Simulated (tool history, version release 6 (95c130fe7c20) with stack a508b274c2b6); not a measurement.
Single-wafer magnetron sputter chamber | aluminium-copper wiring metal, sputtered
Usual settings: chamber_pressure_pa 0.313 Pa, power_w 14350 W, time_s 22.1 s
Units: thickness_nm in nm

run,hour,chamber_pressure_pa,power_w,time_s,"read-back reference wafer on the same gauge, thickness_nm",thickness_nm
1,0.0,0.235,14350,20.6,528.877,546.839
2,55.3,0.347,14350,22.1,527.000,565.803
3,131.2,0.241,14350,23.2,528.275,613.316
4,172.7,0.241,14350,23.2,529.304,620.611
5,260.8,0.241,14350,23.2,528.543,617.973
6,318.9,0.313,14350,22.1,529.131,566.109
# hour 360.0: sputter target and shields replaced
7,360.5,0.313,14350,22.1,528.557,575.654
8,439.3,0.313,14350,22.1,528.704,569.627
9,746.3,0.313,14350,22.1,528.797,575.163
10,782.8,0.313,14350,22.1,528.589,571.706
# hour 805.3: gauge calibrated
# hour 957.2: sputter target and shields replaced
11,1049.7,0.313,14350,22.1,515.411,556.845
12,1145.1,0.313,14350,22.1,514.358,558.891
13,1193.2,0.313,14350,22.1,516.693,560.144
14,1282.3,0.313,14350,20.4,518.042,517.956
15,1424.0,0.313,14350,20.4,520.276,522.873
16,1494.0,0.313,14350,22.1,519.692,563.727
17,1592.5,0.360,12450,20.5,521.289,463.209
# hour 1631.2: sputter target and shields replaced
18,1685.3,0.313,14350,22.1,523.160,567.861
19,1752.5,0.313,14350,20.4,522.220,519.003
20,1817.3,0.425,11150,22.1,524.955,453.532
21,1903.1,0.313,14350,22.1,524.542,568.476
# hour 1960.6: magnet pack replaced
# hour 1970.0: capacitance manometer re-zeroed and calibrated
22,1970.5,0.313,14350,24.3,525.970,623.001
23,2063.6,0.313,14350,22.1,525.944,566.982
24,2109.6,0.313,14350,22.1,524.915,565.772
# hour 2165.4: sputter target and shields replaced
25,2209.8,0.233,11550,19.5,525.655,444.501
26,2249.3,0.313,14350,19.9,525.278,513.124
27,2342.9,0.399,14350,23.9,526.692,593.153
28,2402.5,0.406,15400,24.0,528.096,628.977
29,2487.9,0.313,14350,22.1,526.833,569.022
30,2549.1,0.280,14350,22.1,527.322,575.633
31,2643.1,0.371,11100,22.1,528.575,462.788
32,2687.7,0.313,16300,18.3,527.657,518.215
33,2764.6,0.313,15900,20.1,528.794,560.643

Forecast run 34:
34,2839.5,0.230,17350,19.6,?,?

Run 34 gave read-back reference wafer on the same gauge, thickness_nm 529.338, thickness_nm 602.508 nm.
Without the tool's hidden state the same run would have given thickness_nm 582.399 nm.
